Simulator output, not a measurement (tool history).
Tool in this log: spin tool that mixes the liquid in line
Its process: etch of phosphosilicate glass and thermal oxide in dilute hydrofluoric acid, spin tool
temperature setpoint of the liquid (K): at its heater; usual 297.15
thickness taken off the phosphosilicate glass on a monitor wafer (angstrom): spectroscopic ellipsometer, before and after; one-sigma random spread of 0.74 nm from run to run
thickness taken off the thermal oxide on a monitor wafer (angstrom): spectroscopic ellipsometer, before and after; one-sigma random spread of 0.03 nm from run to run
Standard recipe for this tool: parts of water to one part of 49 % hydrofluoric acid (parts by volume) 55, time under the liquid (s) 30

run,hour,temperature setpoint of the liquid (K),parts of water to one part of 49 % hydrofluoric acid (parts by volume),time under the liquid (s),wafers since the last listed run,hours since the thermometer was replaced,hours since the hydrofluoric acid flow meter was replaced,hours since the gauge calibration,"read-back film thickness of the phosphosilicate glass reference wafer, read on the same gauge (nm)","read-back film thickness of the thermal oxide reference wafer, read on the same gauge (nm)",thickness taken off the phosphosilicate glass on a monitor wafer (angstrom),thickness taken off the thermal oxide on a monitor wafer (angstrom)
1,0,293.65,55,40,0,1348.7,700.5,20.6,90,59.999,1430.6,32.02
# hour 19.1: hydrofluoric acid flow meter replaced
2,51.2,293.65,55,40,395,1399.9,32.1,71.8,90,59.993,1443.9,32.03
3,157.1,297.15,55,30,835,1505.8,138,177.7,90,60.004,1233.5,28.62
4,262.4,297.15,55,30,830,1611.1,243.3,283,90.01,60.006,1240.4,27.42
5,328.8,297.15,55,30,523,1677.5,309.7,349.4,90.02,60.001,1237.1,27.37
6,419.4,297.15,55,30,714,1768.1,400.3,440,90,60.013,1221,27.48
7,514.7,297.15,55,30,751,1863.4,495.6,535.3,89.97,59.997,1231.7,28.07
8,754.2,297.15,55,30,1889,2102.9,735.1,774.8,90.02,60.009,1235.2,28.21
# hour 758.6: hydrofluoric acid flow meter replaced
9,813.4,297.15,55,30,459,2162.1,54.8,834,90.01,59.99,1244.9,27.63
10,903.2,297.15,55,45,708,2251.9,144.6,923.8,89.99,60.017,1865.3,42.35
11,983.7,297.15,55,30,634,2332.4,225.1,1004.3,89.99,59.984,1232.9,27.74
# hour 1009.1: thermometer replaced
12,1052.7,297.15,55,30,536,43.6,294.1,1073.3,89.98,59.983,1235.6,27.54
13,1138.5,297.15,55,30,676,129.4,379.9,1159.1,89.99,60.008,1246.9,27.93
14,1243.3,297.15,55,30,826,234.2,484.7,1263.9,89.99,59.979,1223.5,27.81
15,1337.7,301.15,45,15,744,328.6,579.1,1358.3,89.99,59.994,910.9,20.15
16,1393.2,292.65,55,30,437,384.1,634.6,1413.8,90.01,59.99,1031.9,23.29
# hour 1410: hydrofluoric acid flow meter replaced
17,1435.8,300.15,35,40,328,426.7,25.8,1456.4,90.03,59.992,2987.5,66.24
# hour 1479.9: gauge calibrated
18,1499.3,294.65,55,20,500,490.2,89.3,19.4,90.04,59.998,751.2,16.67
19,1606.1,294.15,75,45,842,597,196.1,126.2,90.03,59.993,1177.6,26.46
20,1709.9,297.15,55,30,818,700.8,299.9,230,90.02,59.971,1251.2,27.85
21,1753.8,297.15,55,35,346,744.7,343.8,273.9,89.99,59.999,1446.1,32.11
22,1797.8,292.15,80,45,347,788.7,387.8,317.9,90,60.018,1008.4,22.49
23,1849.1,295.65,55,50,404,840,439.1,369.2,90,59.973,1956.7,43.99
24,1926.7,298.65,40,30,612,917.6,516.7,446.8,89.98,59.983,1861.8,41.72
25,1973.1,297.15,55,30,366,964,563.1,493.2,89.98,59.99,1250.8,27.72

What if the next run were any one of these 4? Each begins from the tool's condition after run 25:
A,1973.5,297.15,55,30,3,964.4,563.5,493.6,?,?,?,?
B,1973.5,301.15,55,45,3,964.4,563.5,493.6,?,?,?,?
C,1973.5,294.65,55,40,3,964.4,563.5,493.6,?,?,?,?
D,1973.5,297.15,65,30,3,964.4,563.5,493.6,?,?,?,?

run,"read-back film thickness of the phosphosilicate glass reference wafer, read on the same gauge (nm)","read-back film thickness of the thermal oxide reference wafer, read on the same gauge (nm)",thickness taken off the phosphosilicate glass on a monitor wafer (angstrom),thickness taken off the thermal oxide on a monitor wafer (angstrom)
A,90.01,60.041,1242.7,27.85
B,90.01,60.041,2190.5,49.1
C,90.01,60.041,1494,33.49
D,90.01,60.041,1037.9,23.26
Had the tool no hidden state, the same runs would have come out as:
run,thickness taken off the phosphosilicate glass on a monitor wafer (angstrom),thickness taken off the thermal oxide on a monitor wafer (angstrom)
A,1242.7,27.85
B,2190.5,49.1
C,1494,33.49
D,1037.9,23.26

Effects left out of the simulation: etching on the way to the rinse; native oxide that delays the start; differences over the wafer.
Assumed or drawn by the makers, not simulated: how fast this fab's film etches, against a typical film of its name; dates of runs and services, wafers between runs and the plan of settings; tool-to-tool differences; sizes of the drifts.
